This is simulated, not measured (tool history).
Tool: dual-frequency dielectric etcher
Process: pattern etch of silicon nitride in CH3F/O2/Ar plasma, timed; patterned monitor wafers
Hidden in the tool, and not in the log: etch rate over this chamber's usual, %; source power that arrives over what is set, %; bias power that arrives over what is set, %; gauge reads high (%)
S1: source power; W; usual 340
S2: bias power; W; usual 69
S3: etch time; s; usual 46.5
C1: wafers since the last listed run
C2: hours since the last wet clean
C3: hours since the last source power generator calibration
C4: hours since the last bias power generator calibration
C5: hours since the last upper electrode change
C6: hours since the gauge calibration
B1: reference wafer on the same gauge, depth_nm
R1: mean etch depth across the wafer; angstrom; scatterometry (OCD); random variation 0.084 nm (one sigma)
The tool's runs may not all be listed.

run	hour	S1	S2	S3	C1	C2	C3	C4	C5	C6	B1	R1
1	0	340	64	46.5	0	257	1847.8	2312.1	4776.6	229.2	31	286
2	14.1	340	69	46.5	133	271.1	1861.9	2326.2	4790.7	243.3	31.02	292.2
3	75.4	340	69	46.5	579	332.4	1923.2	2387.5	4852	304.6	30.98	291.7
4	105.9	340	69	43.5	288	362.9	1953.7	2418	4882.5	335.1	30.96	272.9
5	129.1	340	69	43.5	219	386.1	1976.9	2441.2	4905.7	358.3	31.01	273.4
6	144.9	340	69	43.5	149	401.9	1992.7	2457	4921.5	374.1	30.97	274.5
7	163	340	82	46.5	171	420	2010.8	2475.1	4939.6	392.2	31.03	308.2
8	179.4	340	82	46.5	155	436.4	2027.2	2491.5	4956	408.6	30.98	308.7
9	199.6	340	82	46.5	191	456.6	2047.4	2511.7	4976.2	428.8	31	309.5
10	219.1	340	69	46.5	184	476.1	2066.9	2531.2	4995.7	448.3	31.02	292.3
# hour 267.6: upper electrode replaced
11	268.1	340	69	46.5	236	525.1	2115.9	2580.2	0.5	497.3	31.03	292.9
12	284.4	340	69	46.5	154	541.4	2132.2	2596.5	16.8	513.6	31.05	292.4
# hour 303.3: gauge calibrated
# hour 318.6: wet clean of the chamber
13	320.2	380	69	35.5	111	1.6	2168	2632.3	52.6	16.9	30.99	229.9
14	349.9	420	69	35	280	31.3	2197.7	2662	82.3	46.6	31.03	235.2
# hour 393.4: bias power generator calibrated
15	447.5	340	82	46.5	885	128.9	2295.3	54.1	179.9	144.2	31.02	309.5
16	461.4	340	61	46.5	131	142.8	2309.2	68	193.8	158.1	31	282.3
# hour 484.1: source power generator calibrated
17	484.6	420	69	35	181	166	0.5	91.2	217	181.3	30.96	235.1
18	505.5	400	52	46.5	197	186.9	21.4	112.1	237.9	202.2	30.99	281.4
19	536.9	370	69	46.5	296	218.3	52.8	143.5	269.3	233.6	31.02	299.9
20	571.3	340	69	46.5	325	252.7	87.2	177.9	303.7	268	31.01	292.5
21	596.9	290	78	40	242	278.3	112.8	203.5	329.3	293.6	30.99	249.8
22	614.9	340	69	43.5	170	296.3	130.8	221.5	347.3	311.6	30.99	273.2
23	629.9	340	57	42.5	141	311.3	145.8	236.5	362.3	326.6	31	252.7
24	650.8	300	60	46.5	197	332.2	166.7	257.4	383.2	347.5	31.01	269.7
25	669.1	390	53	46.5	173	350.5	185	275.7	401.5	365.8	31	281.5
26	700.2	340	69	34.5	294	381.6	216.1	306.8	432.6	396.9	31	215.8

Hidden state at the last listed run before each entry between runs and at the first one after, where it differs:
Between runs 10 and 11: upper electrode replaced (hour 267.6)
  no hidden state differs between the two runs
Between runs 12 and 13: gauge calibrated (hour 303.3); wet clean of the chamber (hour 318.6)
  no hidden state differs between the two runs
Between runs 14 and 15: bias power generator calibrated (hour 393.4)
  no hidden state differs between the two runs
Between runs 16 and 17: source power generator calibrated (hour 484.1)
  no hidden state differs between the two runs
